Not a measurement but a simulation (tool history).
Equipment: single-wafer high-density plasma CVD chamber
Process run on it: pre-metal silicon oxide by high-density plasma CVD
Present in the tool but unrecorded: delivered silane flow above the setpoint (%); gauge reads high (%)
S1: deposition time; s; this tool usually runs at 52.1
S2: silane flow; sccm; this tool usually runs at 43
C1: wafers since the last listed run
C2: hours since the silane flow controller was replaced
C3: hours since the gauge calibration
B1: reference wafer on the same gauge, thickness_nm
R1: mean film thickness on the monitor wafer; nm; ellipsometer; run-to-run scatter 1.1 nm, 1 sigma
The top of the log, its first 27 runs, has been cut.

run     day    S1  S2    C1      C2     C3       B1       R1
 28  27.096  44.6  48   552  3187.1  130.0  187.470  210.084
 29  30.400  60.2  43  2178  3266.4  209.3  187.735  260.260
 30  31.417  44.2  40   670  3290.8  233.7  187.849  179.906
 31  32.250  52.1  50   549  3310.8  253.7  188.168  254.684
 32  33.121  57.5  43   574  3331.7  274.6  188.105  248.848
 33  33.671  60.1  50   362  3344.9  287.8  188.387  295.703
 34  35.167  59.4  46   986  3380.8  323.7  188.469  271.715
 35  35.908  58.5  36   489  3398.6  341.5  188.656  219.195
 36  36.508  52.1  43   395  3413.0  355.9  188.878  224.572
 37  37.158  58.5  48   428  3428.6  371.5  188.758  277.763
     37.700  -- silane flow controller replaced
 38  38.117  47.2  43   412    10.0  394.5  189.228  202.780
 39  41.004  52.1  43  1903    79.3  463.8  189.794  224.556
 40  41.621  52.1  48   406    94.1  478.6  189.970  248.962
 41  45.058  52.1  40  2266   176.6  561.1  190.890  215.171
 42  46.108  55.4  43   692   201.8  586.3  191.065  244.153
 43  47.529  58.9  41   936   235.9  620.4  191.549  248.606
 44  48.517  59.7  43   651   259.6  644.1  191.976  263.679
 45  49.875  62.3  37   895   292.2  676.7  192.581  242.391
 46  51.050  62.1  43   774   320.4  704.9  192.914  274.569

5 ways to go on from here, each from the tool as it stands after run 46. What would each give?
  A  51.067  56.9  43  10  320.8  705.3   ?   ?
  B  51.067  52.1  37  10  320.8  705.3   ?   ?
  C  51.067  56.0  37  10  320.8  705.3   ?   ?
  D  51.067  56.4  36  10  320.8  705.3   ?   ?
  E  51.067  57.7  40  10  320.8  705.3   ?   ?

run       B1       R1
  A  192.917  251.364
  B  192.917  204.120
  C  192.917  219.400
  D  192.917  216.269
  E  192.917  240.479
Take away the tool's hidden state, keep each run's random variation, and the runs would have read:
run       R1
  A  243.650
  B  197.856
  C  212.667
  D  209.632
  E  233.099

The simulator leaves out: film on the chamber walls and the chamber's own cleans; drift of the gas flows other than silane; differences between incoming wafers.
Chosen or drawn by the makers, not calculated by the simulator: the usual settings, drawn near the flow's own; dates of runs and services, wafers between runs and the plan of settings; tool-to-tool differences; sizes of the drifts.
